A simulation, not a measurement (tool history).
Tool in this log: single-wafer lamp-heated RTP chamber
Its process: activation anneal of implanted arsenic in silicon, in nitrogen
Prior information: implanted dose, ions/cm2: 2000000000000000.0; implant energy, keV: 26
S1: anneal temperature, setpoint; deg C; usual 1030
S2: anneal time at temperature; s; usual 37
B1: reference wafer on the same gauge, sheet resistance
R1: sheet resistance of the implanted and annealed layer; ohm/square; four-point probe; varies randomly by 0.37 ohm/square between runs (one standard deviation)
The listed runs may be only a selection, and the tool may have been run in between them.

| run | hour | S1 | S2 | B1 | R1 |
|---|---|---|---|---|---|
| 1 | 0.0 | 1030 | 37 | 62.64 | 76.18 |
| 2 | 14.2 | 1030 | 37 | 62.68 | 76.48 |
|  | 18.5 | gauge calibrated |
| 3 | 29.0 | 1030 | 37 | 62.60 | 76.00 |
| 4 | 48.1 | 1030 | 37 | 62.65 | 75.66 |
| 5 | 126.2 | 1030 | 42 | 62.61 | 72.34 |
|  | 151.8 | pyrometer window cleaned and pyrometer calibrated |
| 6 | 155.4 | 1018 | 49 | 62.65 | 75.88 |
|  | 170.5 | reflector plate cleaned |
| 7 | 174.3 | 1018 | 49 | 62.62 | 77.82 |
| 8 | 198.0 | 1018 | 49 | 62.61 | 77.39 |
| 9 | 223.7 | 1030 | 37 | 62.53 | 76.22 |
| 10 | 240.7 | 1030 | 37 | 62.70 | 75.74 |
| 11 | 276.3 | 1030 | 37 | 62.58 | 75.26 |
| 12 | 299.0 | 1019 | 59 | 62.60 | 73.15 |
|  | 345.7 | reflector plate cleaned |
|  | 386.1 | pyrometer window cleaned and pyrometer calibrated |
| 13 | 401.3 | 1004 | 54 | 62.59 | 80.50 |
| 14 | 432.9 | 1046 | 48 | 62.60 | 68.31 |
| 15 | 446.3 | 1030 | 37 | 62.54 | 76.36 |
|  | 455.4 | gauge calibrated |
| 16 | 469.6 | 1008 | 24 | 62.63 | 88.18 |
| 17 | 493.2 | 1030 | 37 | 62.59 | 74.89 |
|  | 519.4 | reflector plate cleaned |
| 18 | 522.8 | 1042 | 37 | 62.61 | 72.55 |
| 19 | 544.7 | 1030 | 37 | 62.66 | 75.64 |
| 20 | 575.8 | 1051 | 55 | 62.62 | 64.23 |
| 21 | 610.0 | 1053 | 45 | 62.50 | 65.70 |
|  | 623.2 | pyrometer window cleaned and pyrometer calibrated |
| 22 | 645.8 | 1040 | 20 | 62.51 | 80.52 |
| 23 | 667.9 | 1030 | 37 | 62.53 | 75.97 |

5 ways to go on from here, each from the tool as it stands after run 23. What would each give?
| A | 668.3 | 1030 | 37 | ? | ? |
| B | 668.3 | 1060 | 28 | ? | ? |
| C | 668.3 | 1038 | 24 | ? | ? |
| D | 668.3 | 1002 | 49 | ? | ? |
| E | 668.3 | 1040 | 31 | ? | ? |

| run | B1 | R1 |
|---|---|---|
| A | 62.72 | 75.42 |
| B | 62.72 | 69.67 |
| C | 62.72 | 78.17 |
| D | 62.72 | 81.92 |
| E | 62.72 | 74.34 |
With no hidden state in the tool, these same runs would have given:
| run | R1 |
|---|---|
| A | 77.11 |
| B | 71.03 |
| C | 79.82 |
| D | 83.81 |
| E | 75.94 |
